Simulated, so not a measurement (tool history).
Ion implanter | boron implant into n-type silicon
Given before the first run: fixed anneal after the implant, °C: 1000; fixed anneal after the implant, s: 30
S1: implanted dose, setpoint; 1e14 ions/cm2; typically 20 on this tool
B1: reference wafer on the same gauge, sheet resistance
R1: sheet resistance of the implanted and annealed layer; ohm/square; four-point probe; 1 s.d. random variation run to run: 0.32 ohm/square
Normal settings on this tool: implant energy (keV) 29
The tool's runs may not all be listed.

run 1 hour=0 | S1=20 implant_energy_(keV)=29 | B1=62.97 | R1=74.61
run 2 hour=60 | S1=23.24 implant_energy_(keV)=29 | B1=63.01 | R1=67.79
run 3 hour=164.8 | S1=23.24 implant_energy_(keV)=29 | B1=62.99 | R1=67.66
run 4 hour=264.3 | S1=23.24 implant_energy_(keV)=29 | B1=63.02 | R1=66.94
run 5 hour=335.4 | S1=20 implant_energy_(keV)=22.5 | B1=62.95 | R1=78.22
run 6 hour=380.4 | S1=20 implant_energy_(keV)=22.5 | B1=63.04 | R1=77.58
run 7 hour=434.3 | S1=20 implant_energy_(keV)=22.5 | B1=63.01 | R1=77.92
run 8 hour=540.2 | S1=17.72 implant_energy_(keV)=29 | B1=63.01 | R1=79.63
run 9 hour=592.2 | S1=17.72 implant_energy_(keV)=29 | B1=63.02 | R1=79.13
run 10 hour=698.7 | S1=21.52 implant_energy_(keV)=25 | B1=63.05 | R1=71.64
run 11 hour=783.6 | S1=20 implant_energy_(keV)=29 | B1=62.95 | R1=72.97
run 12 hour=889.4 | S1=20 implant_energy_(keV)=29 | B1=62.97 | R1=73.32
run 13 hour=977.1 | S1=20 implant_energy_(keV)=29 | B1=62.95 | R1=72.75
run 14 hour=1037.9 | S1=22.15 implant_energy_(keV)=29 | B1=62.92 | R1=68.09
run 15 hour=1135.1 | S1=22.15 implant_energy_(keV)=29 | B1=63 | R1=68.2
-- hour=1327 Faraday cup replaced and dose calibrated
run 16 hour=1327.5 | S1=22.15 implant_energy_(keV)=29 | B1=63.09 | R1=69.41
run 17 hour=1407.6 | S1=20 implant_energy_(keV)=34 | B1=62.97 | R1=71.71
run 18 hour=1468.9 | S1=14.77 implant_energy_(keV)=37.5 | B1=62.94 | R1=89.01
run 19 hour=1540.6 | S1=20 implant_energy_(keV)=29 | B1=62.96 | R1=73.57
run 20 hour=1611.7 | S1=23.24 implant_energy_(keV)=29 | B1=63.08 | R1=67.12
run 21 hour=1679.1 | S1=22.15 implant_energy_(keV)=29 | B1=62.98 | R1=68.82
run 22 hour=1753.9 | S1=20 implant_energy_(keV)=35 | B1=62.94 | R1=71.73
run 23 hour=1852.6 | S1=22.22 implant_energy_(keV)=32.5 | B1=62.99 | R1=66.78
-- hour=1873.8 gauge calibrated
run 24 hour=1925.8 | S1=20 implant_energy_(keV)=29 | B1=62.95 | R1=73.4
run 25 hour=2010.2 | S1=22 implant_energy_(keV)=29 | B1=63.09 | R1=69.14
run 26 hour=2059.4 | S1=15.83 implant_energy_(keV)=29 | B1=63.03 | R1=85.51
-- hour=2141.9 extraction supply calibrated
run 27 hour=2156.9 | S1=22.73 implant_energy_(keV)=29 | B1=62.98 | R1=67.55
run 28 hour=2458.9 | S1=20 implant_energy_(keV)=29 | B1=63.06 | R1=72.45
run 29 hour=2548.5 | S1=14.84 implant_energy_(keV)=21.5 | B1=62.94 | R1=91.99
run 30 hour=2587.6 | S1=21.79 implant_energy_(keV)=20 | B1=62.93 | R1=76.63
-- hour=2606.4 Faraday cup replaced and dose calibrated
run 31 hour=2666.8 | S1=25.48 implant_energy_(keV)=19.5 | B1=63.07 | R1=73.42
run 32 hour=2728 | S1=23.97 implant_energy_(keV)=25.5 | B1=62.98 | R1=69.43
run 33 hour=2779.2 | S1=15.96 implant_energy_(keV)=34 | B1=62.95 | R1=85.08
run 34 hour=2847.3 | S1=16.48 implant_energy_(keV)=35 | B1=62.95 | R1=83.36
run 35 hour=2915.5 | S1=18.35 implant_energy_(keV)=24.5 | B1=63 | R1=80.21
run 36 hour=3004.6 | S1=20 implant_energy_(keV)=29 | B1=63.05 | R1=73.64
run 37 hour=3100.5 | S1=17.32 implant_energy_(keV)=25 | B1=63 | R1=82.29

Each row is a separate what-if for the run after 37, all from the same tool condition, not one after another. Results?
run A hour=3100.9 | S1=25.34 implant_energy_(keV)=29 | B1=? | R1=?
run B hour=3100.9 | S1=20 implant_energy_(keV)=38 | B1=? | R1=?
run C hour=3100.9 | S1=20 implant_energy_(keV)=19.5 | B1=? | R1=?
run D hour=3100.9 | S1=15.44 implant_energy_(keV)=29 | B1=? | R1=?

run=A B1=63.1 R1=63.95
run=B B1=63.1 R1=70.32
run=C B1=63.1 R1=80.96
run=D B1=63.1 R1=87.82
Without the tool's unlogged condition, the same runs would have read:
run=A R1=64.59
run=B R1=71.29
run=C R1=81.72
run=D R1=89.06
